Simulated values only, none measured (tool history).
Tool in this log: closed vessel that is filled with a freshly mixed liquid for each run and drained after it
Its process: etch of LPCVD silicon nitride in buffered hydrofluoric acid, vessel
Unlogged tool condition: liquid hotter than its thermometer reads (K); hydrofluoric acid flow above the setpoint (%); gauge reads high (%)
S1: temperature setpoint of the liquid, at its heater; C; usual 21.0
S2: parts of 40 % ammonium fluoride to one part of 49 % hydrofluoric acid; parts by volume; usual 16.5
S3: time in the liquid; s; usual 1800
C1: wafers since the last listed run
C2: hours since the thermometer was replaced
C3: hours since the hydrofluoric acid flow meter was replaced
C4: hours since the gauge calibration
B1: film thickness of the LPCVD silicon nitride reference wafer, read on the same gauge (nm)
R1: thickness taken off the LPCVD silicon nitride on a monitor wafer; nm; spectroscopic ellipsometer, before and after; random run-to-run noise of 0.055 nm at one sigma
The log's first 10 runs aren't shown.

run 11 hour=135.0 | S1=19.0 S2=13.0 S3=1445 | C1=550 C2=100.0 C3=2529.4 C4=311.8 | B1=119.99 | R1=10.98
run 12 hour=152.1 | S1=21.0 S2=16.5 S3=1800 | C1=658 C2=117.1 C3=2546.5 C4=328.9 | B1=119.99 | R1=12.23
run 13 hour=159.0 | S1=21.0 S2=22.5 S3=1800 | C1=265 C2=124.0 C3=2553.4 C4=335.8 | B1=120.02 | R1=9.33
run 14 hour=175.0 | S1=18.0 S2=16.5 S3=2750 | C1=615 C2=140.0 C3=2569.4 C4=351.8 | B1=120.04 | R1=15.77
-- hour=181.2 hydrofluoric acid flow meter replaced
run 15 hour=185.0 | S1=22.5 S2=16.5 S3=2445 | C1=346 C2=150.0 C3=3.8 C4=361.8 | B1=119.99 | R1=17.96
run 16 hour=191.8 | S1=25.0 S2=16.5 S3=1800 | C1=261 C2=156.8 C3=10.6 C4=368.6 | B1=120.03 | R1=15.33
run 17 hour=208.3 | S1=23.5 S2=12.5 S3=1800 | C1=634 C2=173.3 C3=27.1 C4=385.1 | B1=120.02 | R1=18.57
run 18 hour=223.0 | S1=17.5 S2=20.0 S3=1800 | C1=565 C2=188.0 C3=41.8 C4=399.8 | B1=119.99 | R1=8.33
run 19 hour=236.7 | S1=17.0 S2=21.0 S3=1440 | C1=527 C2=201.7 C3=55.5 C4=413.5 | B1=120.00 | R1=6.29
run 20 hour=244.1 | S1=19.5 S2=21.0 S3=2085 | C1=284 C2=209.1 C3=62.9 C4=420.9 | B1=120.01 | R1=10.53
-- hour=256.6 gauge calibrated
run 21 hour=260.0 | S1=21.0 S2=16.5 S3=1800 | C1=611 C2=225.0 C3=78.8 C4=3.4 | B1=120.03 | R1=12.42
run 22 hour=273.4 | S1=21.0 S2=16.5 S3=1800 | C1=515 C2=238.4 C3=92.2 C4=16.8 | B1=120.02 | R1=12.26
run 23 hour=283.3 | S1=21.0 S2=13.0 S3=2270 | C1=380 C2=248.3 C3=102.1 C4=26.7 | B1=119.95 | R1=19.60
run 24 hour=293.8 | S1=22.5 S2=19.5 S3=1800 | C1=404 C2=258.8 C3=112.6 C4=37.2 | B1=120.04 | R1=11.34
run 25 hour=300.7 | S1=25.5 S2=16.5 S3=1190 | C1=265 C2=265.7 C3=119.5 C4=44.1 | B1=120.02 | R1=10.37
run 26 hour=307.8 | S1=17.0 S2=21.0 S3=1440 | C1=273 C2=272.8 C3=126.6 C4=51.2 | B1=119.97 | R1=6.27
run 27 hour=314.8 | S1=19.5 S2=23.0 S3=1800 | C1=269 C2=279.8 C3=133.6 C4=58.2 | B1=120.00 | R1=8.53
run 28 hour=332.2 | S1=21.0 S2=16.5 S3=1800 | C1=669 C2=297.2 C3=151.0 C4=75.6 | B1=120.05 | R1=12.32
run 29 hour=343.5 | S1=21.0 S2=20.0 S3=2090 | C1=434 C2=308.5 C3=162.3 C4=86.9 | B1=120.02 | R1=11.76
run 30 hour=358.0 | S1=21.0 S2=16.5 S3=1385 | C1=557 C2=323.0 C3=176.8 C4=101.4 | B1=119.99 | R1=9.45
run 31 hour=369.9 | S1=18.5 S2=16.5 S3=1800 | C1=457 C2=334.9 C3=188.7 C4=113.3 | B1=120.00 | R1=10.82
run 32 hour=378.2 | S1=23.0 S2=19.5 S3=2825 | C1=319 C2=343.2 C3=197.0 C4=121.6 | B1=120.05 | R1=18.44
run 33 hour=386.9 | S1=23.0 S2=20.5 S3=1185 | C1=334 C2=351.9 C3=205.7 C4=130.3 | B1=120.00 | R1=7.41

Below are 3 alternative next runs, each starting from the tool's condition after run 33. Predict each:
run A hour=388.0 | S1=21.0 S2=16.5 S3=1800 | C1=42 C2=353.0 C3=206.8 C4=131.4 | B1=? | R1=?
run B hour=388.0 | S1=17.0 S2=16.5 S3=1800 | C1=42 C2=353.0 C3=206.8 C4=131.4 | B1=? | R1=?
run C hour=388.0 | S1=24.0 S2=21.0 S3=1800 | C1=42 C2=353.0 C3=206.8 C4=131.4 | B1=? | R1=?

run=A B1=119.98 R1=12.36
run=B B1=119.98 R1=9.87
run=C B1=119.98 R1=11.66
With no hidden state in the tool, these same runs would have given:
run=A R1=11.98
run=B R1=9.55
run=C R1=11.31
